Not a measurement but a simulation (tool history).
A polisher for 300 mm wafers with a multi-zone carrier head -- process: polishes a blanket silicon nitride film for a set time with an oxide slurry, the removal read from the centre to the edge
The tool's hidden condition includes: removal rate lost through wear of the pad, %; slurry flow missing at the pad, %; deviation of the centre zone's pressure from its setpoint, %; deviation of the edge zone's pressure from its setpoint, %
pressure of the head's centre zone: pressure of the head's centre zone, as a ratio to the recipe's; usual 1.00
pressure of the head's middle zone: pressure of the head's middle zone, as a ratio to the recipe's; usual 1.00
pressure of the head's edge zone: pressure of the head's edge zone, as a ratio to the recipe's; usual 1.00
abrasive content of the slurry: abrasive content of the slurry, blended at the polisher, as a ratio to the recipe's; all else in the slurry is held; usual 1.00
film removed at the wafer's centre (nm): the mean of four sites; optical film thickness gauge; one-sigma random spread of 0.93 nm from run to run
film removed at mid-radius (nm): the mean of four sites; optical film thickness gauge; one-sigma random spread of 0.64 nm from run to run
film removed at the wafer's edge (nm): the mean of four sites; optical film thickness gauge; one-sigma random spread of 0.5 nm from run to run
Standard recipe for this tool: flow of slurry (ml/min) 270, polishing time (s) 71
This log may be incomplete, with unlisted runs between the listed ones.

| run | hour | flow of slurry (ml/min) | pressure of the head's centre zone | pressure of the head's middle zone | pressure of the head's edge zone | abrasive content of the slurry | polishing time (s) | wafers since the last listed run | wafers polished on this pad | hours since the slurry nozzle was cleaned | hours since the centre zone pressure was calibrated | hours since the edge zone pressure was calibrated | hours since the carrier head's membrane was replaced | incoming thickness of the incoming film, nm | film removed at the wafer's centre (nm) | film removed at mid-radius (nm) | film removed at the wafer's edge (nm) |
|---|---|---|---|---|---|---|---|---|---|---|---|---|---|---|---|---|---|
| 1 | 0.0 | 270 | 1.00 | 1.00 | 1.03 | 1.00 | 71 | 0 | 1176 | 80.0 | 88.6 | 121.6 | 536.3 | 488.3 | 59.9 | 59.0 | 59.3 |
| 2 | 68.5 | 270 | 1.00 | 1.00 | 1.00 | 1.00 | 71 | 596 | 1772 | 148.5 | 157.1 | 190.1 | 604.8 | 490.5 | 58.9 | 57.5 | 58.4 |
| 3 | 131.3 | 270 | 0.92 | 1.00 | 1.00 | 1.00 | 71 | 546 | 2319 | 211.3 | 219.9 | 252.9 | 667.6 | 486.6 | 51.5 | 57.8 | 56.8 |
| 4 | 237.4 | 325 | 1.00 | 1.00 | 1.00 | 1.00 | 71 | 923 | 3243 | 317.4 | 326.0 | 359.0 | 773.7 | 488.8 | 56.5 | 57.6 | 56.7 |
| 5 | 284.4 | 305 | 1.00 | 0.88 | 0.89 | 1.00 | 71 | 409 | 3652 | 364.4 | 373.0 | 406.0 | 820.7 | 483.7 | 54.8 | 53.1 | 54.0 |
| 6 | 392.3 | 270 | 1.00 | 1.00 | 1.00 | 1.00 | 71 | 939 | 4592 | 472.3 | 480.9 | 513.9 | 928.6 | 487.7 | 51.9 | 56.4 | 56.2 |
| 7 | 429.1 | 270 | 1.00 | 0.97 | 1.10 | 1.00 | 71 | 320 | 4912 | 509.1 | 517.7 | 550.7 | 965.4 | 487.7 | 51.6 | 54.7 | 58.8 |
|  | 439.2 | worn pad replaced by a new one |
|  | 440.7 | centre zone pressure recalibrated |
|  | 442.9 | slurry nozzle cleaned |
| 8 | 471.8 | 270 | 1.00 | 1.00 | 0.89 | 1.00 | 58 | 314 | 262 | 28.9 | 31.1 | 593.4 | 1008.1 | 490.8 | 50.3 | 50.5 | 48.2 |
|  | 480.3 | edge zone pressure recalibrated |
| 9 | 508.8 | 195 | 1.00 | 1.03 | 1.00 | 1.00 | 71 | 304 | 566 | 65.9 | 68.1 | 28.5 | 1045.1 | 483.5 | 58.9 | 62.2 | 59.4 |
|  | 519.4 | carrier head's membrane replaced by a new one |
| 10 | 577.9 | 310 | 1.00 | 1.06 | 0.96 | 1.00 | 71 | 558 | 1125 | 135.0 | 137.2 | 97.6 | 58.5 | 490.8 | 58.8 | 64.9 | 59.3 |
| 11 | 637.9 | 240 | 1.00 | 0.91 | 0.91 | 1.25 | 71 | 522 | 1647 | 195.0 | 197.2 | 157.6 | 118.5 | 490.2 | 64.3 | 60.3 | 64.0 |
| 12 | 715.1 | 270 | 1.10 | 1.00 | 1.00 | 1.00 | 83 | 672 | 2319 | 272.2 | 274.4 | 234.8 | 195.7 | 493.6 | 73.5 | 67.2 | 67.8 |
| 13 | 816.6 | 310 | 1.00 | 1.06 | 0.96 | 1.00 | 71 | 883 | 3203 | 373.7 | 375.9 | 336.3 | 297.2 | 491.2 | 55.0 | 61.9 | 56.3 |
| 14 | 852.6 | 190 | 1.00 | 1.09 | 1.05 | 1.00 | 71 | 313 | 3517 | 409.7 | 411.9 | 372.3 | 333.2 | 494.8 | 50.8 | 60.3 | 56.4 |
| 15 | 950.4 | 270 | 1.00 | 1.00 | 1.00 | 1.00 | 84 | 851 | 4368 | 507.5 | 509.7 | 470.1 | 431.0 | 488.4 | 62.1 | 68.8 | 66.3 |
|  | 958.1 | worn pad replaced by a new one |
|  | 996.9 | slurry nozzle cleaned |
|  | 999.0 | centre zone pressure recalibrated |
| 16 | 1050.1 | 270 | 1.00 | 1.00 | 1.00 | 1.00 | 59 | 807 | 774 | 53.2 | 51.1 | 569.8 | 530.7 | 490.0 | 51.9 | 50.7 | 50.5 |
| 17 | 1129.9 | 270 | 1.00 | 1.00 | 1.00 | 1.00 | 71 | 694 | 1469 | 133.0 | 130.9 | 649.6 | 610.5 | 484.4 | 58.4 | 59.0 | 58.5 |
|  | 1158.2 | edge zone pressure recalibrated |
| 18 | 1234.3 | 300 | 1.00 | 1.00 | 1.05 | 1.00 | 87 | 891 | 2361 | 237.4 | 235.3 | 76.1 | 714.9 | 490.3 | 67.8 | 72.7 | 73.2 |
| 19 | 1295.8 | 340 | 1.00 | 1.00 | 0.88 | 1.00 | 71 | 535 | 2896 | 298.9 | 296.8 | 137.6 | 776.4 | 496.8 | 58.2 | 59.4 | 56.1 |
| 20 | 1374.4 | 270 | 1.00 | 1.10 | 1.00 | 1.00 | 71 | 684 | 3581 | 377.5 | 375.4 | 216.2 | 855.0 | 481.6 | 53.4 | 62.7 | 58.1 |
| 21 | 1426.8 | 270 | 1.00 | 1.00 | 1.00 | 1.20 | 71 | 456 | 4037 | 429.9 | 427.8 | 268.6 | 907.4 | 492.1 | 59.0 | 63.1 | 62.6 |

Branching from run 21: 4 alternative next runs. What would each branch give?
| A | 1427.2 | 270 | 1.11 | 1.00 | 1.00 | 1.00 | 71 | 3 | 4040 | 430.3 | 428.2 | 269.0 | 907.8 | 490.4 | ? | ? | ? |
| B | 1427.2 | 270 | 1.03 | 1.00 | 1.00 | 1.00 | 84 | 3 | 4040 | 430.3 | 428.2 | 269.0 | 907.8 | 490.4 | ? | ? | ? |
| C | 1427.2 | 270 | 1.00 | 1.00 | 1.00 | 0.70 | 61 | 3 | 4040 | 430.3 | 428.2 | 269.0 | 907.8 | 490.4 | ? | ? | ? |
| D | 1427.2 | 210 | 1.00 | 1.00 | 1.00 | 1.15 | 79 | 3 | 4040 | 430.3 | 428.2 | 269.0 | 907.8 | 490.4 | ? | ? | ? |

| run | film removed at the wafer's centre (nm) | film removed at mid-radius (nm) | film removed at the wafer's edge (nm) |
|---|---|---|---|
| A | 59.5 | 58.1 | 57.4 |
| B | 65.3 | 68.7 | 67.9 |
| C | 35.2 | 38.2 | 37.7 |
| D | 62.4 | 68.0 | 67.6 |
With no hidden state in the tool, these same runs would have given:
| run | film removed at the wafer's centre (nm) | film removed at mid-radius (nm) | film removed at the wafer's edge (nm) |
|---|---|---|---|
| A | 71.5 | 64.2 | 63.4 |
| B | 78.5 | 76.0 | 75.0 |
| C | 42.3 | 42.2 | 41.7 |
| D | 75.1 | 75.1 | 74.7 |
